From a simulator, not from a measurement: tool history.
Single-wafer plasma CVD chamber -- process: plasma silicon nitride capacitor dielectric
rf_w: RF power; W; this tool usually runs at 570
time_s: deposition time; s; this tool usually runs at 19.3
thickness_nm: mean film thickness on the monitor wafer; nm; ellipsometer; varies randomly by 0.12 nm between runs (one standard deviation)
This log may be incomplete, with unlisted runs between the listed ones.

| run | hour | rf_w | time_s | wafers since the last listed run | hours since the last RF generator calibration | hours since the showerhead was replaced | hours since the gauge calibration | read-back reference wafer on the same gauge, thickness_nm | thickness_nm |
|---|---|---|---|---|---|---|---|---|---|
| 1 | 0 | 570 | 19.3 | 0 | 336.1 | 4992.3 | 466.7 | 30.992 | 26.629 |
| 2 | 47.9 | 570 | 19.3 | 1270 | 384 | 5040.2 | 514.6 | 31.004 | 26.868 |
| 3 | 223.3 | 570 | 19.3 | 4650 | 559.4 | 5215.6 | 690 | 31.01 | 26.698 |
| 4 | 274 | 570 | 19.3 | 1344 | 610.1 | 5266.3 | 740.7 | 31.074 | 26.652 |
| 5 | 342.1 | 500 | 21.7 | 1805 | 678.2 | 5334.4 | 808.8 | 31.022 | 27.928 |
| 6 | 370.4 | 500 | 21.7 | 750 | 706.5 | 5362.7 | 837.1 | 30.912 | 27.992 |
|  | 485.6 | gauge calibrated |
|  | 529.7 | RF generator calibrated |
| 7 | 579.2 | 500 | 21.7 | 5324 | 49.5 | 5571.5 | 93.6 | 31.057 | 28.716 |
| 8 | 612.5 | 570 | 18.1 | 882 | 82.8 | 5604.8 | 126.9 | 30.958 | 25.378 |
| 9 | 663.5 | 655 | 20.9 | 1352 | 133.8 | 5655.8 | 177.9 | 31.024 | 30.796 |
|  | 765.6 | showerhead replaced |
| 10 | 839.5 | 615 | 19.3 | 4454 | 309.8 | 73.9 | 353.9 | 30.945 | 27.648 |
| 11 | 891.6 | 570 | 19.3 | 1381 | 361.9 | 126 | 406 | 31.007 | 26.523 |
| 12 | 935.7 | 570 | 16.2 | 1169 | 406 | 170.1 | 450.1 | 31.048 | 22.135 |
| 13 | 990.4 | 570 | 16.2 | 1450 | 460.7 | 224.8 | 504.8 | 31.053 | 22.211 |
| 14 | 1035.1 | 630 | 21 | 1185 | 505.4 | 269.5 | 549.5 | 31.043 | 30.06 |
| 15 | 1071.6 | 570 | 16.2 | 967 | 541.9 | 306 | 586 | 30.978 | 22.213 |
| 16 | 1096.3 | 495 | 17.7 | 654 | 566.6 | 330.7 | 610.7 | 31.037 | 22.768 |
| 17 | 1215.6 | 520 | 22.8 | 3163 | 685.9 | 450 | 730 | 31.034 | 30.194 |
| 18 | 1240.6 | 640 | 17.4 | 662 | 710.9 | 475 | 755 | 30.93 | 25.062 |
| 19 | 1264.9 | 685 | 19.3 | 644 | 735.2 | 499.3 | 779.3 | 30.997 | 28.53 |
| 20 | 1295.6 | 535 | 21.4 | 813 | 765.9 | 530 | 810 | 30.964 | 28.503 |
| 21 | 1354.5 | 480 | 20.7 | 1561 | 824.8 | 588.9 | 868.9 | 30.996 | 26.427 |
|  | 1402.7 | gauge calibrated |
|  | 1421.1 | RF generator calibrated |
| 22 | 1422.6 | 685 | 19.3 | 1593 | 1.5 | 657 | 19.9 | 31.01 | 29.578 |
| 23 | 1479.7 | 570 | 19.3 | 1513 | 58.6 | 714.1 | 77 | 30.989 | 27.26 |
| 24 | 1510.5 | 570 | 19.3 | 816 | 89.4 | 744.9 | 107.8 | 30.965 | 27.136 |
| 25 | 1547.2 | 570 | 19.3 | 973 | 126.1 | 781.6 | 144.5 | 30.969 | 27.374 |
| 26 | 1588.1 | 645 | 21.3 | 1084 | 167 | 822.5 | 185.4 | 30.97 | 31.276 |

What the log doesn't show, run by run:
gauge reads high (%): 0, the same for each run
H1: delivered RF power above the setpoint (%)
| run | H1 |
|---|---|
| 1 | -6.31 |
| 2 | -6.72 |
| 3 | -7.77 |
| 4 | -7.98 |
| 5 | -8.21 |
| 6 | -8.29 |
| 7 | -2.55 |
| 8 | -3.29 |
| 9 | -4.27 |
| 10 | -6.64 |
| 11 | -7.12 |
| 12 | -7.47 |
| 13 | -7.84 |
| 14 | -8.09 |
| 15 | -8.27 |
| 16 | -8.38 |
| 17 | -8.81 |
| 18 | -8.88 |
| 19 | -8.95 |
| 20 | -9.02 |
| 21 | -9.14 |
| 22 | -0.301 |
| 23 | -1.72 |
| 24 | -2.39 |
| 25 | -3.09 |
| 26 | -3.79 |

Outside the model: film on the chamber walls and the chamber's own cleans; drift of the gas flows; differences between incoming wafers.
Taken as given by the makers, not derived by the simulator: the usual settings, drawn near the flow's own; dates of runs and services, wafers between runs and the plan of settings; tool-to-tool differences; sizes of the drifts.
